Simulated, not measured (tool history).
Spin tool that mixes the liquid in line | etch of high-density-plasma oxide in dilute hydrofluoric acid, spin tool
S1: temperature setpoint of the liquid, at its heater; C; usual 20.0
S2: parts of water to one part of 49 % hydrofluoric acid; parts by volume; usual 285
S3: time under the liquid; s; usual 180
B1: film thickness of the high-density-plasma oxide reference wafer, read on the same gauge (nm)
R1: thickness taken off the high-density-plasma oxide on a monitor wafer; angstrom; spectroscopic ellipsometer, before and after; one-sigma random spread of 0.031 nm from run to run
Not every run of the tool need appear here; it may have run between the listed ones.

run 1 hour=0.0 | S1=20.0 S2=285 S3=180 | B1=109.988 | R1=53.64
run 2 hour=59.0 | S1=20.0 S2=370 S3=205 | B1=110.033 | R1=43.68
run 3 hour=95.9 | S1=20.0 S2=370 S3=205 | B1=110.055 | R1=44.08
run 4 hour=165.3 | S1=20.0 S2=215 S3=180 | B1=109.997 | R1=77.11
run 5 hour=207.9 | S1=20.0 S2=215 S3=180 | B1=110.003 | R1=77.03
run 6 hour=239.7 | S1=20.0 S2=285 S3=180 | B1=109.976 | R1=55.11
run 7 hour=284.9 | S1=20.0 S2=285 S3=210 | B1=110.014 | R1=64.34
run 8 hour=325.6 | S1=20.0 S2=285 S3=210 | B1=109.987 | R1=64.49
run 9 hour=351.2 | S1=20.0 S2=285 S3=180 | B1=109.972 | R1=55.86
run 10 hour=413.2 | S1=20.0 S2=285 S3=180 | B1=110.052 | R1=55.25
-- hour=415.9 gauge calibrated
-- hour=428.7 hydrofluoric acid flow meter replaced
run 11 hour=483.6 | S1=19.0 S2=285 S3=180 | B1=109.992 | R1=50.64
run 12 hour=525.6 | S1=20.0 S2=385 S3=150 | B1=109.960 | R1=30.11
run 13 hour=634.7 | S1=20.0 S2=215 S3=180 | B1=110.005 | R1=74.64
run 14 hour=683.6 | S1=24.5 S2=385 S3=210 | B1=109.984 | R1=49.68
run 15 hour=743.8 | S1=19.0 S2=285 S3=180 | B1=110.004 | R1=52.58
run 16 hour=801.8 | S1=20.0 S2=370 S3=180 | B1=109.976 | R1=38.99
-- hour=821.9 thermometer replaced
run 17 hour=826.9 | S1=17.5 S2=420 S3=265 | B1=110.043 | R1=47.52
run 18 hour=881.8 | S1=20.0 S2=250 S3=180 | B1=110.005 | R1=68.44
run 19 hour=948.4 | S1=20.0 S2=225 S3=275 | B1=110.003 | R1=120.46
run 20 hour=987.4 | S1=20.0 S2=425 S3=180 | B1=109.988 | R1=35.13
-- hour=1024.5 hydrofluoric acid flow meter replaced
run 21 hour=1059.4 | S1=22.0 S2=285 S3=180 | B1=109.979 | R1=60.05
run 22 hour=1127.3 | S1=18.0 S2=285 S3=90 | B1=109.983 | R1=26.07
run 23 hour=1181.7 | S1=17.0 S2=285 S3=235 | B1=109.986 | R1=65.16
run 24 hour=1231.7 | S1=22.5 S2=190 S3=210 | B1=109.975 | R1=118.44
run 25 hour=1258.5 | S1=20.0 S2=285 S3=210 | B1=110.050 | R1=66.09
run 26 hour=1328.9 | S1=20.0 S2=285 S3=180 | B1=109.975 | R1=56.73
run 27 hour=1381.2 | S1=20.0 S2=365 S3=180 | B1=110.004 | R1=41.91
run 28 hour=1413.9 | S1=20.0 S2=285 S3=145 | B1=110.028 | R1=46.43
run 29 hour=1441.2 | S1=20.0 S2=180 S3=180 | B1=110.003 | R1=101.18
run 30 hour=1498.9 | S1=24.5 S2=285 S3=180 | B1=110.049 | R1=68.73
run 31 hour=1538.1 | S1=17.5 S2=395 S3=230 | B1=109.995 | R1=44.76

Predict each of these 4 candidate next runs independently; none follows another, all start after run 31:
run A hour=1538.6 | S1=20.0 S2=285 S3=180 | B1=? | R1=?
run B hour=1538.6 | S1=22.0 S2=395 S3=180 | B1=? | R1=?
run C hour=1538.6 | S1=22.0 S2=240 S3=235 | B1=? | R1=?
run D hour=1538.6 | S1=20.0 S2=285 S3=95 | B1=? | R1=?

run=A B1=109.983 R1=58.17
run=B B1=109.983 R1=41.13
run=C B1=109.983 R1=101.16
run=D B1=109.983 R1=30.70
Had the tool no hidden state, the same runs would have come out as:
run=A R1=55.47
run=B R1=38.98
run=C R1=96.59
run=D R1=29.28

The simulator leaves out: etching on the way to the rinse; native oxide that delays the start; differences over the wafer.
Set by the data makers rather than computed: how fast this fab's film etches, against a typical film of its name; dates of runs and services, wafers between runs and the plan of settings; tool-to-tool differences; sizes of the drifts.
